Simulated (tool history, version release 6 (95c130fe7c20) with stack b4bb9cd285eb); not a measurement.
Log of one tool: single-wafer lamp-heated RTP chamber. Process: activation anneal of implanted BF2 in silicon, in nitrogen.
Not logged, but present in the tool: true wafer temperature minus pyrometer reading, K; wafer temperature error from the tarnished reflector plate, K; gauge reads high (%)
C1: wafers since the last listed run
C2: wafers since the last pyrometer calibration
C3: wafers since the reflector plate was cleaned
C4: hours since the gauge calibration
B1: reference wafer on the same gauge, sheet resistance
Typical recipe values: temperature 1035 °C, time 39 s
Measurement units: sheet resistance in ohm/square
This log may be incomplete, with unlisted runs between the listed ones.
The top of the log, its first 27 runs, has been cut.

Run 28, hour 2191.1: usual settings but temperature 1052 °C, time 16 s; C1 453; C2 4474; C3 7094; C4 1015.1; B1 111.16. Result: sheet resistance 116.91 ohm/square.
At hour 2202.2: reflector plate cleaned.
Run 29, hour 2242.6: usual settings but temperature 1049 °C; C1 466; C2 4941; C3 433; C4 1066.6; B1 110.99. Result: sheet resistance 101.75 ohm/square.
Run 30, hour 2295.1: usual settings but temperature 1062 °C, time 47 s; C1 563; C2 5504; C3 996; C4 1119.1; B1 110.96. Result: sheet resistance 90.62 ohm/square.
At hour 2324.1: pyrometer window cleaned and pyrometer calibrated.
Run 31, hour 2389.2: usual settings but temperature 1011 °C, time 31 s; C1 923; C2 698; C3 1919; C4 1213.2; B1 111.17. Result: sheet resistance 140.31 ohm/square.
Run 32, hour 2461.1: usual settings; C1 771; C2 1469; C3 2690; C4 1285.1; B1 110.99. Result: sheet resistance 112.27 ohm/square.
Run 33, hour 2503.6: usual settings but temperature 1053 °C, time 62 s; C1 455; C2 1925; C3 3146; C4 1327.6; B1 110.96. Result: sheet resistance 91.46 ohm/square.
Run 34, hour 2581.8: usual settings but time 33 s; C1 838; C2 2763; C3 3985; C4 1405.8; B1 110.86. Result: sheet resistance 114.75 ohm/square.
Run 35, hour 2624.5: usual settings but time 58 s; C1 457; C2 3221; C3 4443; C4 1448.5; B1 111.08. Result: sheet resistance 104.62 ohm/square.
Run 36, hour 2724.8: usual settings but temperature 1009 °C, time 19 s; C1 1075; C2 4297; C3 5518; C4 1548.8; B1 111.06. Result: sheet resistance 150.51 ohm/square.
At hour 2815.7: reflector plate cleaned.
Run 37, hour 2816.2: usual settings; C1 894; C2 5192; C3 5; C4 1640.2; B1 110.91. Result: sheet resistance 111.34 ohm/square.

Here are 3 independent what-if runs from the current tool condition. What would each one return?
Run A, hour 2816.6: usual settings; C1 4; C2 5196; C3 10; C4 1640.6; B1 ?. Result: sheet resistance ?.
Run B, hour 2816.6: usual settings but temperature 1044 °C; C1 4; C2 5196; C3 10; C4 1640.6; B1 ?. Result: sheet resistance ?.
Run C, hour 2816.6: usual settings but temperature 1045 °C, time 18 s; C1 4; C2 5196; C3 10; C4 1640.6; B1 ?. Result: sheet resistance ?.

run      B1  sheet resistance
  A  110.91            111.36
  B  110.91            104.95
  C  110.91            120.18
Without the tool's unlogged condition, the same runs would have read:
run  sheet resistance
  A            115.13
  B            108.34
  C             123.9
